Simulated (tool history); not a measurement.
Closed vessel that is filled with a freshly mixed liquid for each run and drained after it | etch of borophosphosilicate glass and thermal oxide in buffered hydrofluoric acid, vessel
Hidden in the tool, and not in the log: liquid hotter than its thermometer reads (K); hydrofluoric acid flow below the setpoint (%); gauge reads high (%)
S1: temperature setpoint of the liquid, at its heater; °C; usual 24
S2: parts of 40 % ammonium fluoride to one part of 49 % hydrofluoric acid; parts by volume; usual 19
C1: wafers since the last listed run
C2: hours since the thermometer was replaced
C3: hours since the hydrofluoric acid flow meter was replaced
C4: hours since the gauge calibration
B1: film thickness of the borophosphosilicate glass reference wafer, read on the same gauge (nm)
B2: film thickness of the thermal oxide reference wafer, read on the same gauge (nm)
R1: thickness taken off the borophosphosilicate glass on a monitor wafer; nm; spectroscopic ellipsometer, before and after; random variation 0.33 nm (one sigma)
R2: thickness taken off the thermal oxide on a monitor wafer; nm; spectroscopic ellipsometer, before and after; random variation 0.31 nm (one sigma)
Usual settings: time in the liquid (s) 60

Run 1, day 0: usual settings but S1 27.5 °C; C1 0; C2 1670.5; C3 1415.3; C4 1403.5; B1 110.01; B2 80.01. Result: R1 112.43 nm, R2 44.25 nm.
Run 2, day 1.329: usual settings; C1 3898; C2 1702.4; C3 1447.2; C4 1435.4; B1 110; B2 79.99. Result: R1 92.86 nm, R2 36.83 nm.
At day 3.354: gauge calibrated.
Run 3, day 4.133: usual settings; C1 8224; C2 1769.7; C3 1514.5; C4 18.7; B1 110.02; B2 79.99. Result: R1 92.25 nm, R2 36.71 nm.
Run 4, day 5.25: usual settings but time in the liquid (s) 80; C1 3275; C2 1796.5; C3 1541.3; C4 45.5; B1 110; B2 80. Result: R1 123.47 nm, R2 49.14 nm.
Run 5, day 7.512: usual settings; C1 6635; C2 1850.8; C3 1595.6; C4 99.8; B1 110.01; B2 80.02. Result: R1 92.5 nm, R2 36.33 nm.
Run 6, day 9.262: usual settings; C1 5132; C2 1892.8; C3 1637.6; C4 141.8; B1 110.01; B2 79.99. Result: R1 92.83 nm, R2 36.75 nm.
At day 12.171: thermometer replaced.
Run 7, day 12.229: usual settings; C1 8578; C2 1.4; C3 1708.8; C4 213; B1 109.98; B2 79.99. Result: R1 89.98 nm, R2 36.56 nm.
Run 8, day 14.654: usual settings but time in the liquid (s) 70; C1 7112; C2 59.6; C3 1767; C4 271.2; B1 110; B2 80.02. Result: R1 105.53 nm, R2 42.28 nm.
Run 9, day 17.092: usual settings but S1 22.5 °C; C1 7149; C2 118.1; C3 1825.5; C4 329.7; B1 110; B2 80.01. Result: R1 83.67 nm, R2 33.47 nm.
Run 10, day 18.762: usual settings but S1 26 °C, S2 25.5 parts by volume, time in the liquid (s) 80; C1 4900; C2 158.2; C3 1865.6; C4 369.8; B1 110; B2 80.01. Result: R1 108.68 nm, R2 43.78 nm.
Run 11, day 20.596: usual settings but S1 27.5 °C, time in the liquid (s) 30; C1 5377; C2 202.2; C3 1909.6; C4 413.8; B1 110.01; B2 79.97. Result: R1 54.72 nm, R2 22.03 nm.
Run 12, day 22.754: usual settings but S1 22.5 °C, S2 17 parts by volume, time in the liquid (s) 75; C1 6330; C2 254; C3 1961.4; C4 465.6; B1 110.01; B2 79.98. Result: R1 117.18 nm, R2 46.96 nm.
Run 13, day 24.679: usual settings but S1 22 °C, S2 24 parts by volume; C1 5646; C2 300.2; C3 2007.6; C4 511.8; B1 110; B2 80. Result: R1 68.58 nm, R2 27.22 nm.
Run 14, day 27.2: usual settings but S1 21.5 °C, time in the liquid (s) 30; C1 7393; C2 360.7; C3 2068.1; C4 572.3; B1 110; B2 80. Result: R1 39.64 nm, R2 15.75 nm.
Run 15, day 29.033: usual settings but S1 20 °C, S2 12.5 parts by volume; C1 5377; C2 404.7; C3 2112.1; C4 616.3; B1 110; B2 79.99. Result: R1 110.67 nm, R2 44.03 nm.
Run 16, day 31.562: usual settings but S1 28.5 °C, S2 25 parts by volume; C1 7418; C2 465.4; C3 2172.8; C4 677; B1 110; B2 80.04. Result: R1 94.92 nm, R2 37.79 nm.
Run 17, day 33.483: usual settings; C1 5633; C2 511.5; C3 2218.9; C4 723.1; B1 109.98; B2 79.98. Result: R1 91.1 nm, R2 36.78 nm.
Run 18, day 38.625: usual settings but S2 26 parts by volume, time in the liquid (s) 95; C1 15080; C2 634.9; C3 2342.3; C4 846.5; B1 109.99; B2 80.01. Result: R1 114.45 nm, R2 46.56 nm.
At day 41.517: hydrofluoric acid flow meter replaced.
Run 19, day 41.538: usual settings but S2 15 parts by volume; C1 8420; C2 704.8; C3 0.5; C4 916.4; B1 110.01; B2 80. Result: R1 116.9 nm, R2 46.51 nm.
Run 20, day 43.392: usual settings but S1 27 °C; C1 5438; C2 749.3; C3 45; C4 960.9; B1 109.98; B2 80. Result: R1 108.6 nm, R2 43.85 nm.
Run 21, day 48.508: usual settings; C1 15007; C2 872.1; C3 167.8; C4 1083.7; B1 109.98; B2 79.99. Result: R1 92.02 nm, R2 37.12 nm.
Run 22, day 51.271: usual settings but S1 21.5 °C, S2 23 parts by volume, time in the liquid (s) 50; C1 8102; C2 938.4; C3 234.1; C4 1150; B1 109.99; B2 79.98. Result: R1 57.83 nm, R2 23.36 nm.
Run 23, day 53.388: usual settings; C1 6208; C2 989.2; C3 284.9; C4 1200.8; B1 110; B2 79.99. Result: R1 92.79 nm, R2 36.88 nm.
Run 24, day 58.329: usual settings but S1 26 °C, S2 15.5 parts by volume; C1 14493; C2 1107.8; C3 403.5; C4 1319.4; B1 110; B2 80.01. Result: R1 126.02 nm, R2 50.59 nm.
Run 25, day 59.679: usual settings; C1 3959; C2 1140.2; C3 435.9; C4 1351.8; B1 110.02; B2 80. Result: R1 92.07 nm, R2 37.59 nm.
Run 26, day 61.546: usual settings but S1 26 °C, time in the liquid (s) 50; C1 5474; C2 1185; C3 480.7; C4 1396.6; B1 110; B2 79.99. Result: R1 85.21 nm, R2 34.33 nm.

Hidden state or all else? Some run-to-run changes of R1, split into what the settings, what came in and random variation would give without the hidden state, and what is left for the hidden state (with any gauge scatter that isn't in both results):
Run 6 -> 7: thermometer replaced. R1 -2.85 nm: hidden state -1.58, all else -1.27.
Run 11 -> 12: S1 27.5 -> 22.5, S2 19 -> 17, time in the liquid (s) 30 -> 75. R1 +62.46 nm: hidden state -0.71, all else +63.17.
Run 14 -> 15: S1 21.5 -> 20, S2 19 -> 12.5, time in the liquid (s) 30 -> 60. R1 +71.03 nm: hidden state -0.8, all else +71.83.
Run 18 -> 19: S2 26 -> 15, time in the liquid (s) 95 -> 60, hydrofluoric acid flow meter replaced. R1 +2.45 nm: hidden state +1.34, all else +1.11.

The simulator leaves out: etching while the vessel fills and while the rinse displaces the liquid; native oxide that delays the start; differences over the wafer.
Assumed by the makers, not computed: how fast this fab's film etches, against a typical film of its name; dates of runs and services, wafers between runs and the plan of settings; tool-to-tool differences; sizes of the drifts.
